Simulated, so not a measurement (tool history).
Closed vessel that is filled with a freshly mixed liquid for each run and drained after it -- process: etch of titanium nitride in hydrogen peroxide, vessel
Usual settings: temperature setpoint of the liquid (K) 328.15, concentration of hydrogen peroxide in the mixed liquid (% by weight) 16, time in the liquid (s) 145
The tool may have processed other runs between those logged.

run	hour	temperature setpoint of the liquid (K)	concentration of hydrogen peroxide in the mixed liquid (% by weight)	time in the liquid (s)	read-back film thickness of the titanium nitride reference wafer, read on the same gauge (nm)	thickness taken off the titanium nitride on a monitor wafer (nm)
1	0	325.65	16	145	120.03	8.89
2	57.6	328.15	16	185	119.99	13.43
3	152.9	321.65	14	145	119.99	6.33
4	229.3	321.65	14	145	120.04	6.84
5	270.9	321.65	14	145	120.03	6.78
6	376.6	334.15	16	145	120.02	16.72
7	424.6	334.15	16	145	120	16.67
8	506.9	328.15	16	100	120.01	7.56
9	564.6	328.15	16	145	119.95	10.91
10	668.5	328.15	16	145	119.99	10.85
11	726.2	328.15	16	145	120.02	10.78
12	839.6	321.65	16	210	119.98	9.63
13	914.6	328.15	16	145	119.94	10.54
14	964.2	328.15	16	145	120.01	11.11
15	1035.4	336.15	16	180	120	23.72
16	1084.1	328.15	21	145	119.98	11.52
17	1334.8	328.15	16	145	120.01	10.95
18	1422.1	328.15	16	145	119.98	10.71
19	1484.9	337.15	17.5	145	120.03	20.04
20	1538	323.65	14.5	210	120.02	11.07
21	1596.4	318.15	19	170	120.06	6.22
22	1675.2	328.15	16	145	119.98	10.49
23	1751.9	325.65	13.5	145	120.01	8.42
24	1837.5	328.15	16	145	120.02	10.97
25	1895.5	328.15	13.5	100	119.98	7.38
26	1974.8	328.15	16	145	119.99	11.2
27	2014.7	328.15	20	145	120.02	11.54
28	2101.5	328.15	17.5	175	120.02	13.27

Not shown: 7 entries that the log had between the listed runs. Between which runs, and how does the tool's hidden state differ before and after?
After run 2, before run 3: peroxide flow meter replaced (hour 85.5)
  liquid colder than its thermometer reads (K): 0.924 -> 1.02
  measured result minus the result with no hidden state, thickness taken off the titanium nitride on a monitor wafer (nm): -0.9 -> -0.49
After run 3, before run 4: thermometer replaced (hour 191.9)
  liquid colder than its thermometer reads (K): 1.02 -> 0.0873
  measured result minus the result with no hidden state, thickness taken off the titanium nitride on a monitor wafer (nm): -0.49 -> -0.05
After run 12, before run 13: new drum of peroxide connected (hour 842.1)
  liquid colder than its thermometer reads (K): 0.703 -> 0.778
  measured result minus the result with no hidden state, thickness taken off the titanium nitride on a monitor wafer (nm): -0.5 -> -0.59
After run 13, before run 14: gauge calibrated (hour 921); thermometer replaced (hour 934.1)
  liquid colder than its thermometer reads (K): 0.778 -> 0.0459
  measured result minus the result with no hidden state, thickness taken off the titanium nitride on a monitor wafer (nm): -0.59 -> -0.04
After run 16, before run 17: peroxide flow meter replaced (hour 1300.5)
  liquid colder than its thermometer reads (K): 0.167 -> 0.42
  measured result minus the result with no hidden state, thickness taken off the titanium nitride on a monitor wafer (nm): -0.14 -> -0.32
After run 23, before run 24: thermometer replaced (hour 1828.1)
  liquid colder than its thermometer reads (K): 0.84 -> 0.105
  measured result minus the result with no hidden state, thickness taken off the titanium nitride on a monitor wafer (nm): -0.52 -> -0.08

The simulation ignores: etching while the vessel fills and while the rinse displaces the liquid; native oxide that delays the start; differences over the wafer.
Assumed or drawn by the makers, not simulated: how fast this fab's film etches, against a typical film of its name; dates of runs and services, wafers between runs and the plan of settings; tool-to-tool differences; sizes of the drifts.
